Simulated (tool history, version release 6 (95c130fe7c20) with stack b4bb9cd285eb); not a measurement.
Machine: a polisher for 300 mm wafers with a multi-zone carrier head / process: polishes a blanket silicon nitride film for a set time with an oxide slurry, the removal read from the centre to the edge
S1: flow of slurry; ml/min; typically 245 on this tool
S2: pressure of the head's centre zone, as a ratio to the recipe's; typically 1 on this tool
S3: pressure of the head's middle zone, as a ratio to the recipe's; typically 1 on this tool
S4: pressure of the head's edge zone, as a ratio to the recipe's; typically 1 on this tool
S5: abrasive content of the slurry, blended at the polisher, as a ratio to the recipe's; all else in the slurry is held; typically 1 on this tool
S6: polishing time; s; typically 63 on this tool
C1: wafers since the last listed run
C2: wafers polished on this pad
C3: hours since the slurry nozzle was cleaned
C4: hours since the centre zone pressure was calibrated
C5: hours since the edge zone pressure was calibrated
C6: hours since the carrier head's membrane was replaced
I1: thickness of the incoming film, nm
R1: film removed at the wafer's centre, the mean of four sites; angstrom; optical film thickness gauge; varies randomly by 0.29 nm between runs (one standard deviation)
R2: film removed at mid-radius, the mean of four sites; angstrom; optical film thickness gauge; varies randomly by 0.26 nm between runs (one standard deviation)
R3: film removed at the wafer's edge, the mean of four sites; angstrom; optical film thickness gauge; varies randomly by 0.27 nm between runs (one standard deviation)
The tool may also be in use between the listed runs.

run	hour	S1	S2	S3	S4	S5	S6	C1	C2	C3	C4	C5	C6	I1	R1	R2	R3
1	0	245	0.92	1	0.94	1	63	0	220	214.2	448.3	1029.7	426.5	601.8	333	330	308
2	10.5	205	1	0.97	1	1	63	59	279	224.7	458.8	1040.2	437	591.7	339	311	315
3	20.5	205	1	0.97	1	1	63	56	336	234.7	468.8	1050.2	447	599.1	343	309	308
4	37.5	245	1	1	1	1	63	96	433	251.7	485.8	1067.2	464	602.2	348	320	309
5	50.3	245	1	1	1	1	63	72	505	264.5	498.6	1080	476.8	601.4	346	324	307
6	67.8	310	1	1	1	0.85	63	99	605	282	516.1	1097.5	494.3	609.3	331	307	294
7	79	245	1	1.03	1	1	63	63	668	293.2	527.3	1108.7	505.5	591.5	345	320	308
8	95.8	245	1	1	1	1	63	95	764	310	544.1	1125.5	522.3	601.4	343	309	302
9	110.6	245	1	1	1	1	63	84	848	324.8	558.9	1140.3	537.1	600.8	340	308	302
10	124.7	245	1	1	1	1	63	80	928	338.9	573	1154.4	551.2	603.5	335	309	299
# hour 140.8: worn pad replaced by a new one
11	157.3	245	1	1	1	1	63	162	93	371.5	605.6	1187	583.8	599.8	357	325	311
# hour 168.8: edge zone pressure recalibrated
12	171	245	1.08	1	0.9	1	63	66	160	385.2	619.3	2.2	597.5	602.2	379	323	294
13	181.4	245	1.11	0.92	1	1	63	59	219	395.6	629.7	12.6	607.9	602.3	385	304	317
14	197.9	245	1	0.92	1	1	63	93	313	412.1	646.2	29.1	624.4	611.1	354	295	307
15	209.6	165	1	0.95	1	0.75	63	66	379	423.8	657.9	40.8	636.1	597.2	310	273	274
# hour 213.3: centre zone pressure recalibrated
16	240.1	245	1	1	1	1	54	161	541	454.3	26.8	71.3	666.6	608.3	281	269	259
# hour 250.9: slurry nozzle cleaned
17	251.5	245	1	1.04	1	1	42	59	600	0.6	38.2	82.7	678	599.2	215	214	198
# hour 256.9: carrier head's membrane replaced by a new one
18	264.4	245	1	1	1	1	54	44	645	13.5	51.1	95.6	7.5	605.1	270	267	259
19	279.4	245	1	1	0.96	1	63	85	730	28.5	66.1	110.6	22.5	603.9	319	306	291
20	329.9	245	1	1	1	1	63	286	1017	79	116.6	161.1	73	590.2	318	305	295

Each row is a separate what-if for the run after 20, all from the same tool condition, not one after another. Results?
A	330.3	185	1	1	1	1	63	2	1019	79.4	117	161.5	73.4	599.4	?	?	?
B	330.3	310	1	1	1	1	63	2	1019	79.4	117	161.5	73.4	599.4	?	?	?
C	330.3	245	0.93	1	1	1	63	2	1019	79.4	117	161.5	73.4	599.4	?	?	?
D	330.3	245	1	0.93	1.09	1	63	2	1019	79.4	117	161.5	73.4	599.4	?	?	?

run	R1	R2	R3
A	306	292	294
B	319	303	302
C	296	298	298
D	313	281	311
The same runs, with their run-to-run variation unchanged, on a tool lacking any hidden condition would have given:
run	R1	R2	R3
A	324	319	321
B	337	331	330
C	313	326	326
D	331	307	340
